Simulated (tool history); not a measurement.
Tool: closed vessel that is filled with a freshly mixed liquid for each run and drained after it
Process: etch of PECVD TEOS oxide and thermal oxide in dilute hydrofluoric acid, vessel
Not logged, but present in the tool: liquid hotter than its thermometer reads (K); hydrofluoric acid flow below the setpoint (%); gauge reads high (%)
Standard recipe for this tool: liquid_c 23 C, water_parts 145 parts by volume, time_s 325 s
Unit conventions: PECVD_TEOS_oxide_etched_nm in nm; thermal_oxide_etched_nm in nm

| run | hour | liquid_c | water_parts | time_s | wafers since the last listed run | hours since the thermometer was replaced | hours since the hydrofluoric acid flow meter was replaced | hours since the gauge calibration | read-back film thickness of the PECVD TEOS oxide reference wafer, read on the same gauge (nm) | read-back film thickness of the thermal oxide reference wafer, read on the same gauge (nm) | PECVD_TEOS_oxide_etched_nm | thermal_oxide_etched_nm |
|---|---|---|---|---|---|---|---|---|---|---|---|---|
| 1 | 0 | 23 | 145 | 325 | 0 | 2168 | 1482.3 | 753.8 | 79.98 | 60.01 | 27.75 | 10.19 |
| 2 | 27.2 | 23 | 145 | 325 | 2996 | 2195.2 | 1509.5 | 781 | 80.01 | 59.98 | 27.68 | 10.02 |
| 3 | 54.2 | 23 | 145 | 325 | 2974 | 2222.2 | 1536.5 | 808 | 80.02 | 60.01 | 27.79 | 10.06 |
|  | 63.8 | hydrofluoric acid flow meter replaced |
| 4 | 73.1 | 19.5 | 145 | 435 | 1971 | 2241.1 | 9.3 | 826.9 | 80.02 | 60 | 32.26 | 11.68 |
| 5 | 108.4 | 19.5 | 145 | 435 | 3888 | 2276.4 | 44.6 | 862.2 | 80 | 59.99 | 32.62 | 11.81 |
| 6 | 139.5 | 18.5 | 125 | 150 | 3425 | 2307.5 | 75.7 | 893.3 | 80.01 | 60.03 | 12.76 | 4.68 |
| 7 | 155.1 | 25.5 | 165 | 325 | 1718 | 2323.1 | 91.3 | 908.9 | 79.99 | 60.01 | 26.05 | 9.51 |
| 8 | 174.2 | 23 | 145 | 140 | 2104 | 2342.2 | 110.4 | 928 | 80.04 | 59.98 | 12.03 | 4.35 |
| 9 | 210.1 | 23 | 145 | 325 | 3954 | 2378.1 | 146.3 | 963.9 | 79.98 | 60.02 | 27.94 | 10.11 |
| 10 | 238.5 | 23 | 145 | 325 | 3128 | 2406.5 | 174.7 | 992.3 | 79.98 | 60.01 | 27.92 | 10.11 |
|  | 254 | thermometer replaced |
| 11 | 271.5 | 19.5 | 145 | 435 | 3525 | 17.5 | 207.7 | 1025.3 | 80.03 | 60.04 | 29.79 | 10.78 |
| 12 | 303.8 | 23 | 175 | 410 | 3558 | 49.8 | 240 | 1057.6 | 80.01 | 59.99 | 25.87 | 9.47 |
| 13 | 317.2 | 25.5 | 105 | 325 | 1476 | 63.2 | 253.4 | 1071 | 79.99 | 60.02 | 40.97 | 14.96 |
| 14 | 337.9 | 23 | 205 | 325 | 2280 | 83.9 | 274.1 | 1091.7 | 80 | 60.03 | 17.03 | 6.27 |
| 15 | 351.1 | 23 | 145 | 325 | 1454 | 97.1 | 287.3 | 1104.9 | 79.95 | 60.02 | 25.6 | 9.36 |
|  | 351.6 | gauge calibrated |
| 16 | 451.8 | 25 | 145 | 325 | 11093 | 197.8 | 388 | 100.2 | 80 | 60.02 | 27.56 | 10.22 |
| 17 | 468.8 | 25 | 105 | 265 | 1872 | 214.8 | 405 | 117.2 | 79.97 | 60.01 | 32.87 | 12.07 |
| 18 | 492 | 23 | 145 | 325 | 2555 | 238 | 428.2 | 140.4 | 80.02 | 59.99 | 25.97 | 9.46 |
| 19 | 521.8 | 23 | 145 | 325 | 3282 | 267.8 | 458 | 170.2 | 80 | 60.01 | 25.73 | 9.54 |
| 20 | 535.1 | 25.5 | 145 | 445 | 1465 | 281.1 | 471.3 | 183.5 | 79.98 | 60.04 | 39.03 | 14.09 |
| 21 | 621 | 24.5 | 110 | 390 | 9462 | 367 | 557.2 | 269.4 | 79.98 | 60 | 45.62 | 16.6 |
| 22 | 633.2 | 25.5 | 145 | 475 | 1343 | 379.2 | 569.4 | 281.6 | 80.01 | 59.97 | 41.83 | 14.88 |
| 23 | 655.9 | 18 | 165 | 395 | 2500 | 401.9 | 592.1 | 304.3 | 80.04 | 60 | 22.27 | 8.25 |
| 24 | 669.9 | 23 | 190 | 165 | 1542 | 415.9 | 606.1 | 318.3 | 80 | 60.03 | 9.59 | 3.45 |
| 25 | 687.8 | 28 | 185 | 325 | 1971 | 433.8 | 624 | 336.2 | 79.99 | 59.96 | 23.29 | 8.41 |
| 26 | 719.8 | 21.5 | 120 | 405 | 3525 | 465.8 | 656 | 368.2 | 80.02 | 60 | 38.08 | 13.97 |
| 27 | 745.2 | 28 | 165 | 275 | 2798 | 491.2 | 681.4 | 393.6 | 80.01 | 59.98 | 22.81 | 8.32 |

Measured less the same run without the tool's hidden state. The same run-to-run variation is in both; the gauge's scatter may not be:
| run | PECVD_TEOS_oxide_etched_nm | thermal_oxide_etched_nm |
|---|---|---|
| 1 | +2.5 | +0.92 |
| 2 | +2.52 | +0.92 |
| 3 | +2.56 | +0.93 |
| 4 | +3.09 | +1.12 |
| 5 | +3.16 | +1.14 |
| 6 | +1.28 | +0.47 |
| 7 | +2.4 | +0.88 |
| 8 | +1.16 | +0.42 |
| 9 | +2.73 | +0.99 |
| 10 | +2.76 | +1 |
| 11 | +0.52 | +0.19 |
| 12 | +0.46 | +0.17 |
| 13 | +0.78 | +0.28 |
| 14 | +0.32 | +0.12 |
| 15 | +0.52 | +0.19 |
| 16 | +0.65 | +0.24 |
| 17 | +0.82 | +0.3 |
| 18 | +0.67 | +0.24 |
| 19 | +0.69 | +0.25 |
| 20 | +1.04 | +0.38 |
| 21 | +1.42 | +0.51 |
| 22 | +1.27 | +0.45 |
| 23 | +0.74 | +0.28 |
| 24 | +0.31 | +0.11 |
| 25 | +0.71 | +0.26 |
| 26 | +1.37 | +0.5 |
| 27 | +0.76 | +0.28 |
